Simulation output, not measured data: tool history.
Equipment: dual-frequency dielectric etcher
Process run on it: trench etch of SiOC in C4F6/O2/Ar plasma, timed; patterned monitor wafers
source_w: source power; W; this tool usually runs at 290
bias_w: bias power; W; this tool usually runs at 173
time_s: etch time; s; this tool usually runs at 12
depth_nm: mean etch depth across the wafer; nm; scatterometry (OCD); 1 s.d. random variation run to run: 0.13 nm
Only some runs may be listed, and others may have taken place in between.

run	hour	source_w	bias_w	time_s	wafers since the last listed run	hours since the last wet clean	hours since the last source power generator calibration	hours since the last bias power generator calibration	hours since the last upper electrode change	hours since the gauge calibration	read-back reference wafer on the same gauge, depth_nm	depth_nm
1	0	290	173	12	0	391.4	2291.9	2297.7	4942.3	318.2	23.73	19.66
# hour 61.6: wet clean of the chamber
2	66.8	290	173	12	661	5.2	2358.7	2364.5	5009.1	385	23.67	20.68
3	114.6	330	173	9.5	738	53	2406.5	2412.3	5056.9	432.8	23.75	16.84
4	185.1	330	173	9.5	1088	123.5	2477	2482.8	5127.4	503.3	23.68	16.65
5	240.9	330	173	9.5	861	179.3	2532.8	2538.6	5183.2	559.1	23.7	16.72
6	380.7	290	173	12	2159	319.1	2672.6	2678.4	5323	698.9	23.69	19.76
7	417.8	300	173	12	573	356.2	2709.7	2715.5	5360.1	736	23.69	20.01
# hour 458.7: wet clean of the chamber
8	464.5	300	173	12	350	5.8	2756.4	2762.2	5406.8	782.7	23.65	20.92
9	517.2	300	173	12	813	58.5	2809.1	2814.9	5459.5	835.4	23.69	20.67
# hour 547.7: upper electrode replaced
10	557.4	290	173	12	250	98.7	2849.3	2855.1	9.7	875.6	23.72	20.51
11	598.4	290	137	12	633	139.7	2890.3	2896.1	50.7	916.6	23.74	18.38
12	644.8	290	173	12	716	186.1	2936.7	2942.5	97.1	963	23.65	20.18
13	692.2	290	195	12	732	233.5	2984.1	2989.9	144.5	1010.4	23.7	21.03
14	757.7	310	133	14	1011	299	3049.6	3055.4	210	1075.9	23.7	21.52
# hour 818.7: gauge calibrated
15	820.2	220	173	12	965	361.5	3112.1	3117.9	272.5	1.5	23.65	18.19
# hour 855: wet clean of the chamber
16	884.2	260	173	12	617	29.2	3176.1	3181.9	336.5	65.5	23.73	20.17
17	916.7	290	173	12	501	61.7	3208.6	3214.4	369	98	23.73	20.85
18	942.8	290	160	12	403	87.8	3234.7	3240.5	395.1	124.1	23.65	19.93
19	1011.8	310	173	12	1065	156.8	3303.7	3309.5	464.1	193.1	23.73	20.55
20	1052	290	173	12	620	197	3343.9	3349.7	504.3	233.3	23.75	20.32
# hour 1059.7: source power generator calibrated
# hour 1112.9: bias power generator calibrated
21	1223.4	290	173	12	2523	368.4	163.7	110.5	675.7	404.7	23.69	20.03
# hour 1254.9: wet clean of the chamber
22	1294.4	240	204	15.5	725	39.5	234.7	181.5	746.7	475.7	23.69	26.48
23	1362.4	260	195	9	1050	107.5	302.7	249.5	814.7	543.7	23.69	15.52
24	1389.4	310	142	10	417	134.5	329.7	276.5	841.7	570.7	23.68	15.86
25	1419.6	290	148	11	466	164.7	359.9	306.7	871.9	600.9	23.72	17.34
26	1447.5	290	173	12	430	192.6	387.8	334.6	899.8	628.8	23.7	19.75
27	1478.8	240	209	10.5	483	223.9	419.1	365.9	931.1	660.1	23.71	17.78
28	1525.7	310	188	12	724	270.8	466	412.8	978	707	23.71	20.78
29	1550.5	330	216	12	383	295.6	490.8	437.6	1002.8	731.8	23.76	22.5
30	1576.8	290	160	12	406	321.9	517.1	463.9	1029.1	758.1	23.73	19.1
31	1610.1	290	211	12	514	355.2	550.4	497.2	1062.4	791.4	23.7	21.16

Alternative continuations, all from the tool just after run 31; predict every row:
A	1610.5	360	173	12	6	355.6	550.8	497.6	1062.8	791.8	?	?
B	1610.5	310	159	9	6	355.6	550.8	497.6	1062.8	791.8	?	?
C	1610.5	290	158	12	6	355.6	550.8	497.6	1062.8	791.8	?	?

run	read-back reference wafer on the same gauge, depth_nm	depth_nm
A	23.73	20.96
B	23.73	14.51
C	23.73	18.9
Had the tool no hidden state, the same runs would have come out as:
run	depth_nm
A	22.19
B	15.36
C	20
